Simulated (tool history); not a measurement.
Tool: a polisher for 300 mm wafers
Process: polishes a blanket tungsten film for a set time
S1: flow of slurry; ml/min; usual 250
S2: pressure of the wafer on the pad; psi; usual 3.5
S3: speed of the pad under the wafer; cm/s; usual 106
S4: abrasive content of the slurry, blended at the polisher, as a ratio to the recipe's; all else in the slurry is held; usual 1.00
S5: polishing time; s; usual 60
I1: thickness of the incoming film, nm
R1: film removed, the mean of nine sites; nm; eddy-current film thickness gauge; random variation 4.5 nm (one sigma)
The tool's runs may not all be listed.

Run 1, day 0.000: usual settings; I1 816.9. Result: R1 328.8 nm.
At day 1.788: slurry blender recalibrated.
Run 2, day 2.267: usual settings; I1 815.8. Result: R1 329.0 nm.
Run 3, day 3.783: usual settings; I1 815.0. Result: R1 338.5 nm.
At day 4.738: slurry tank refilled with fresh slurry and peroxide.
Run 4, day 5.571: usual settings but S2 4.2 psi; I1 802.3. Result: R1 410.3 nm.
Run 5, day 11.567: usual settings but S2 4.2 psi; I1 797.7. Result: R1 422.2 nm.
At day 11.854: slurry nozzle cleaned.
At day 12.271: worn pad replaced by a new one.
Run 6, day 13.921: usual settings but S2 4.2 psi; I1 795.4. Result: R1 415.2 nm.
Run 7, day 15.888: usual settings; I1 804.2. Result: R1 357.0 nm.
Run 8, day 18.292: usual settings; I1 810.6. Result: R1 352.2 nm.
At day 18.821: slurry tank refilled with fresh slurry and peroxide.
At day 19.008: slurry blender recalibrated.
Run 9, day 19.858: usual settings; I1 804.6. Result: R1 357.9 nm.
Run 10, day 21.167: usual settings but S1 175 ml/min, S3 70 cm/s, S5 48 s; I1 795.8. Result: R1 184.0 nm.
Run 11, day 23.062: usual settings but S1 185 ml/min, S3 122 cm/s, S4 0.85, S5 70 s; I1 813.5. Result: R1 438.0 nm.
Run 12, day 25.417: usual settings; I1 792.7. Result: R1 355.5 nm.
At day 25.562: head pressure recalibrated.
At day 27.538: worn pad replaced by a new one.
Run 13, day 27.558: usual settings but S2 4.3 psi, S4 1.25; I1 794.5. Result: R1 404.8 nm.
Run 14, day 29.283: usual settings but S1 195 ml/min, S3 90 cm/s; I1 795.4. Result: R1 266.6 nm.
Run 15, day 30.708: usual settings but S2 4.0 psi, S3 68 cm/s, S4 0.80, S5 80 s; I1 809.7. Result: R1 301.1 nm.
At day 31.754: slurry nozzle cleaned.
Run 16, day 32.075: usual settings but S1 180 ml/min, S3 134 cm/s, S4 1.25, S5 76 s; I1 804.7. Result: R1 539.2 nm.
At day 32.783: slurry tank refilled with fresh slurry and peroxide.
At day 33.138: slurry blender recalibrated.
Run 17, day 34.208: usual settings but S1 165 ml/min, S4 1.25; I1 810.7. Result: R1 340.5 nm.
Run 18, day 35.738: usual settings but S1 330 ml/min, S4 1.10, S5 46 s; I1 791.9. Result: R1 268.0 nm.
Run 19, day 37.875: usual settings; I1 813.5. Result: R1 345.5 nm.
Run 20, day 40.362: usual settings; I1 800.8. Result: R1 352.8 nm.
Run 21, day 41.792: usual settings but S2 3.9 psi; I1 802.7. Result: R1 378.7 nm.
At day 43.638: worn pad replaced by a new one.
Run 22, day 44.488: usual settings; I1 800.4. Result: R1 349.7 nm.
Run 23, day 46.338: usual settings but S1 205 ml/min, S2 4.5 psi, S3 86 cm/s; I1 803.9. Result: R1 338.1 nm.
At day 46.479: slurry blender recalibrated.
At day 47.529: slurry tank refilled with fresh slurry and peroxide.
Run 24, day 47.992: usual settings but S2 2.5 psi; I1 805.6. Result: R1 251.3 nm.
Run 25, day 53.871: usual settings but S2 4.6 psi; I1 788.8. Result: R1 450.3 nm.
At day 54.092: head pressure recalibrated.
At day 54.400: slurry nozzle cleaned.
Run 26, day 55.558: usual settings but S4 1.10; I1 796.7. Result: R1 329.5 nm.
Run 27, day 57.104: usual settings but S1 230 ml/min; I1 797.5. Result: R1 324.4 nm.

3 ways to go on from here, each from the tool as it stands after run 27. What would each give?
Run A, day 57.121: usual settings; I1 785.9. Result: R1 ?.
Run B, day 57.121: usual settings but S2 2.6 psi, S3 88 cm/s, S4 1.25; I1 785.9. Result: R1 ?.
Run C, day 57.121: usual settings but S1 310 ml/min, S2 4.6 psi, S3 84 cm/s, S5 72 s; I1 785.9. Result: R1 ?.

run     R1
  A  329.9
  B  218.1
  C  414.1
Without the tool's hidden state the same runs would have given:
run     R1
  A  320.1
  B  211.7
  C  401.8

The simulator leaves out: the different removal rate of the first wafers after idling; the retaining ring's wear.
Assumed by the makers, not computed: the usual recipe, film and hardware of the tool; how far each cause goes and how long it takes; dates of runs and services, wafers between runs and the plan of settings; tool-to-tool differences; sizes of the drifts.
